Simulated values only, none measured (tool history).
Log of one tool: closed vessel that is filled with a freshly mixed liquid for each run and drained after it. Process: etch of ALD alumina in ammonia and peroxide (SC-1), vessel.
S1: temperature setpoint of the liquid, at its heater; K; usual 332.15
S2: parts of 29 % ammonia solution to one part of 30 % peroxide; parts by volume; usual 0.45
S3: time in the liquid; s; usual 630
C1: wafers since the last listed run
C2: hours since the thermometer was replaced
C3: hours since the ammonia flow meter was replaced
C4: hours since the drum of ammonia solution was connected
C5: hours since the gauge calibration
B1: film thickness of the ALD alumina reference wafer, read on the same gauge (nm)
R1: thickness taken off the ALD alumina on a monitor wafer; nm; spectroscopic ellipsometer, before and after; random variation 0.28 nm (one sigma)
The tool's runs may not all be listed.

run	hour	S1	S2	S3	C1	C2	C3	C4	C5	B1	R1
1	0	332.15	0.45	435	0	849.5	2031	617.3	663.9	149.98	21.71
# hour 36.2: thermometer replaced
2	54.4	332.15	0.45	435	2378	18.2	2085.4	671.7	718.3	149.99	22.62
3	79.7	332.15	0.45	355	1127	43.5	2110.7	697	743.6	150.01	18.82
4	122.5	332.15	0.45	630	1906	86.3	2153.5	739.8	786.4	150.06	32.93
# hour 172.6: new drum of ammonia solution connected
5	192.7	332.15	0.45	630	3082	156.5	2223.7	20.1	856.6	150	32.94
6	233.8	332.15	0.45	630	1830	197.6	2264.8	61.2	897.7	150.02	32.6
7	298.8	332.15	0.45	630	2895	262.6	2329.8	126.2	962.7	150.01	32.62
8	343.7	332.15	0.45	630	2000	307.5	2374.7	171.1	1007.6	149.99	32.54
9	384	332.15	0.45	630	1795	347.8	2415	211.4	1047.9	150.01	32.58
10	424	340.65	0.3	890	1781	387.8	2455	251.4	1087.9	149.96	68.81
# hour 435.2: ammonia flow meter replaced
11	453	335.65	0.45	1010	1247	416.8	17.8	280.4	1116.9	150	61.32
12	494.4	338.65	0.45	765	1844	458.2	59.2	321.8	1158.3	150	54.32
13	529.9	336.15	0.45	630	1581	493.7	94.7	357.3	1193.8	150.03	39.41
14	558.5	323.65	0.35	735	1274	522.3	123.3	385.9	1222.4	149.97	23.06
15	593.2	338.65	0.45	785	1545	557	158	420.6	1257.1	149.94	55.44
# hour 637.9: gauge calibrated
16	650.9	332.15	0.45	630	2570	614.7	215.7	478.3	13	149.99	31.46
17	695.4	332.15	0.45	630	1982	659.2	260.2	522.8	57.5	150	31.53
18	856.7	334.65	0.35	515	7185	820.5	421.5	684.1	218.8	150.02	28.64
# hour 858.9: new drum of ammonia solution connected
# hour 868.2: thermometer replaced
19	923.5	327.65	0.45	510	2886	55.3	488.3	64.6	285.6	149.98	21
20	979.1	332.15	0.45	630	2476	110.9	543.9	120.2	341.2	149.95	33.46
21	1010.3	326.65	0.65	940	1389	142.1	575.1	151.4	372.4	149.98	37.94
22	1035.6	332.15	0.45	435	1127	167.4	600.4	176.7	397.7	150.03	22.96
23	1087.5	336.15	0.35	630	2311	219.3	652.3	228.6	449.6	149.98	39.1
24	1158.9	332.15	0.6	630	3180	290.7	723.7	300	521	150	33.62
25	1184	332.15	0.45	630	1118	315.8	748.8	325.1	546.1	150.04	32.39
26	1226.2	332.15	0.45	770	1879	358	791	367.3	588.3	150.01	39.41
27	1290.2	329.65	0.45	910	2851	422	855	431.3	652.3	150	41.39
28	1344.8	322.65	0.45	895	2432	476.6	909.6	485.9	706.9	150.04	27.4

How the hidden state differs across the entries between the runs, from the last listed run before each to the first after it:
Between runs 1 and 2: thermometer replaced (hour 36.2)
  liquid colder than its thermometer reads (K): 1.18 -> 0.0746
  measured less the result without the state, R1: -1.37 -> -0.08 nm
Between runs 4 and 5: new drum of ammonia solution connected (hour 172.6)
  liquid colder than its thermometer reads (K): 0.158 -> 0.243
  measured less the result without the state, R1: -0.27 -> -0.41 nm
Between runs 10 and 11: ammonia flow meter replaced (hour 435.2)
  liquid colder than its thermometer reads (K): 0.525 -> 0.56
  measured less the result without the state, R1: -1.77 -> -1.77 nm
Between runs 15 and 16: gauge calibrated (hour 637.9)
  liquid colder than its thermometer reads (K): 0.731 -> 0.801
  measured less the result without the state, R1: -2.05 -> -1.33 nm
Between runs 18 and 19: new drum of ammonia solution connected (hour 858.9); thermometer replaced (hour 868.2)
  liquid colder than its thermometer reads (K): 1.05 -> 0.101
  measured less the result without the state, R1: -1.57 -> -0.11 nm
